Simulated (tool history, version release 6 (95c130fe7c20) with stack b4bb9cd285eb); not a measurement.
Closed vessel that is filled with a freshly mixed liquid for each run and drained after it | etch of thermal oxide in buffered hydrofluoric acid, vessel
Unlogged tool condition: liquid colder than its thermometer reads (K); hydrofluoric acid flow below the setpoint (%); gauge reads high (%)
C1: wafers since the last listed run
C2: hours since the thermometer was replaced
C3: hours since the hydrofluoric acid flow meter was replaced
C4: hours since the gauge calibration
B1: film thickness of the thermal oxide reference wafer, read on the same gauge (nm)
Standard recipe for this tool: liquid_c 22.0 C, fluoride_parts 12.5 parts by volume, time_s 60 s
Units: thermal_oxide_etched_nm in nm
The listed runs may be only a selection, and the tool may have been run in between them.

Run 1, day 0.000: usual settings; C1 0; C2 1913.4; C3 1213.9; C4 320.0; B1 70.01. Result: thermal_oxide_etched_nm 41.68 nm.
Run 2, day 1.312: usual settings; C1 2690; C2 1944.9; C3 1245.4; C4 351.5; B1 69.99. Result: thermal_oxide_etched_nm 41.80 nm.
Run 3, day 2.592: usual settings; C1 2622; C2 1975.6; C3 1276.1; C4 382.2; B1 70.00. Result: thermal_oxide_etched_nm 41.50 nm.
Run 4, day 3.383: usual settings but time_s 70 s; C1 1622; C2 1994.6; C3 1295.1; C4 401.2; B1 69.95. Result: thermal_oxide_etched_nm 49.32 nm.
Run 5, day 3.942: usual settings; C1 1144; C2 2008.0; C3 1308.5; C4 414.6; B1 69.99. Result: thermal_oxide_etched_nm 41.47 nm.
Run 6, day 5.362: usual settings but liquid_c 25.5 C, fluoride_parts 10.5 parts by volume; C1 2912; C2 2042.1; C3 1342.6; C4 448.7; B1 70.01. Result: thermal_oxide_etched_nm 59.77 nm.
Run 7, day 5.962: usual settings but liquid_c 25.5 C, fluoride_parts 10.5 parts by volume; C1 1229; C2 2056.5; C3 1357.0; C4 463.1; B1 69.97. Result: thermal_oxide_etched_nm 59.49 nm.
Run 8, day 7.350: usual settings but time_s 85 s; C1 2844; C2 2089.8; C3 1390.3; C4 496.4; B1 69.97. Result: thermal_oxide_etched_nm 59.36 nm.
Run 9, day 8.750: usual settings but time_s 85 s; C1 2869; C2 2123.4; C3 1423.9; C4 530.0; B1 69.98. Result: thermal_oxide_etched_nm 58.23 nm.
Run 10, day 9.375: usual settings; C1 1281; C2 2138.4; C3 1438.9; C4 545.0; B1 70.01. Result: thermal_oxide_etched_nm 41.56 nm.
Run 11, day 10.562: usual settings; C1 2434; C2 2166.9; C3 1467.4; C4 573.5; B1 70.00. Result: thermal_oxide_etched_nm 41.16 nm.
At day 10.796: gauge calibrated.
Run 12, day 11.896: usual settings; C1 2733; C2 2198.9; C3 1499.4; C4 26.4; B1 69.99. Result: thermal_oxide_etched_nm 40.61 nm.
Run 13, day 12.821: usual settings but fluoride_parts 15.5 parts by volume; C1 1896; C2 2221.1; C3 1521.6; C4 48.6; B1 69.99. Result: thermal_oxide_etched_nm 33.61 nm.
Run 14, day 14.092: usual settings but fluoride_parts 15.5 parts by volume; C1 2605; C2 2251.6; C3 1552.1; C4 79.1; B1 69.95. Result: thermal_oxide_etched_nm 33.47 nm.
At day 14.175: hydrofluoric acid flow meter replaced.
Run 15, day 15.012: usual settings but time_s 45 s; C1 1802; C2 2273.7; C3 20.1; C4 101.2; B1 69.99. Result: thermal_oxide_etched_nm 30.71 nm.
At day 15.554: thermometer replaced.
Run 16, day 16.454: usual settings but time_s 45 s; C1 2869; C2 21.6; C3 54.7; C4 135.8; B1 70.04. Result: thermal_oxide_etched_nm 34.96 nm.
Run 17, day 17.638: usual settings but fluoride_parts 10.5 parts by volume; C1 2425; C2 50.0; C3 83.1; C4 164.2; B1 70.05. Result: thermal_oxide_etched_nm 55.20 nm.
Run 18, day 19.117: usual settings but liquid_c 18.5 C, fluoride_parts 10.5 parts by volume, time_s 80 s; C1 3032; C2 85.5; C3 118.6; C4 199.7; B1 69.98. Result: thermal_oxide_etched_nm 61.01 nm.
Run 19, day 19.971: usual settings but fluoride_parts 9.0 parts by volume; C1 1750; C2 106.0; C3 139.1; C4 220.2; B1 69.98. Result: thermal_oxide_etched_nm 61.28 nm.
Run 20, day 21.108: usual settings but fluoride_parts 15.0 parts by volume, time_s 90 s; C1 2331; C2 133.3; C3 166.4; C4 247.5; B1 69.99. Result: thermal_oxide_etched_nm 58.42 nm.
Run 21, day 22.225: usual settings but liquid_c 25.5 C, time_s 30 s; C1 2289; C2 160.1; C3 193.2; C4 274.3; B1 70.04. Result: thermal_oxide_etched_nm 28.09 nm.
Run 22, day 23.458: usual settings; C1 2528; C2 189.7; C3 222.8; C4 303.9; B1 70.02. Result: thermal_oxide_etched_nm 46.31 nm.
Run 23, day 24.004: usual settings but time_s 50 s; C1 1118; C2 202.8; C3 235.9; C4 317.0; B1 69.97. Result: thermal_oxide_etched_nm 38.28 nm.
Run 24, day 25.325: usual settings; C1 2707; C2 234.5; C3 267.6; C4 348.7; B1 70.02. Result: thermal_oxide_etched_nm 46.27 nm.
Run 25, day 25.979: usual settings but liquid_c 18.0 C, fluoride_parts 9.0 parts by volume; C1 1340; C2 250.2; C3 283.3; C4 364.4; B1 69.98. Result: thermal_oxide_etched_nm 48.77 nm.
Run 26, day 27.475: usual settings but liquid_c 19.5 C, fluoride_parts 15.5 parts by volume, time_s 90 s; C1 3066; C2 286.1; C3 319.2; C4 400.3; B1 69.98. Result: thermal_oxide_etched_nm 48.59 nm.
At day 30.079: gauge calibrated.
Run 27, day 31.138: usual settings but liquid_c 20.0 C; C1 7507; C2 374.0; C3 407.1; C4 25.4; B1 69.99. Result: thermal_oxide_etched_nm 40.91 nm.
Run 28, day 32.504: usual settings; C1 2801; C2 406.8; C3 439.9; C4 58.2; B1 69.94. Result: thermal_oxide_etched_nm 45.53 nm.
Run 29, day 33.133: usual settings but liquid_c 18.5 C, fluoride_parts 10.0 parts by volume, time_s 85 s; C1 1289; C2 421.9; C3 455.0; C4 73.3; B1 70.02. Result: thermal_oxide_etched_nm 65.44 nm.
Run 30, day 34.017: usual settings; C1 1810; C2 443.1; C3 476.2; C4 94.5; B1 69.98. Result: thermal_oxide_etched_nm 45.54 nm.
Run 31, day 35.017: usual settings; C1 2049; C2 467.1; C3 500.2; C4 118.5; B1 70.01. Result: thermal_oxide_etched_nm 45.32 nm.
Run 32, day 35.962: usual settings; C1 1938; C2 489.8; C3 522.9; C4 141.2; B1 70.00. Result: thermal_oxide_etched_nm 44.99 nm.

Here are 3 independent what-if runs from the current tool condition. What would each one return?
Run A, day 35.992: usual settings; C1 59; C2 490.5; C3 523.6; C4 141.9; B1 ?. Result: thermal_oxide_etched_nm ?.
Run B, day 35.992: usual settings but liquid_c 24.5 C, fluoride_parts 17.0 parts by volume; C1 59; C2 490.5; C3 523.6; C4 141.9; B1 ?. Result: thermal_oxide_etched_nm ?.
Run C, day 35.992: usual settings but fluoride_parts 14.5 parts by volume, time_s 30 s; C1 59; C2 490.5; C3 523.6; C4 141.9; B1 ?. Result: thermal_oxide_etched_nm ?.

run     B1  thermal_oxide_etched_nm
  A  70.00                    45.38
  B  70.00                    38.51
  C  70.00                    19.62
What these runs would have given with no unlogged condition in the tool:
run  thermal_oxide_etched_nm
  A                    46.97
  B                    39.83
  C                    20.30
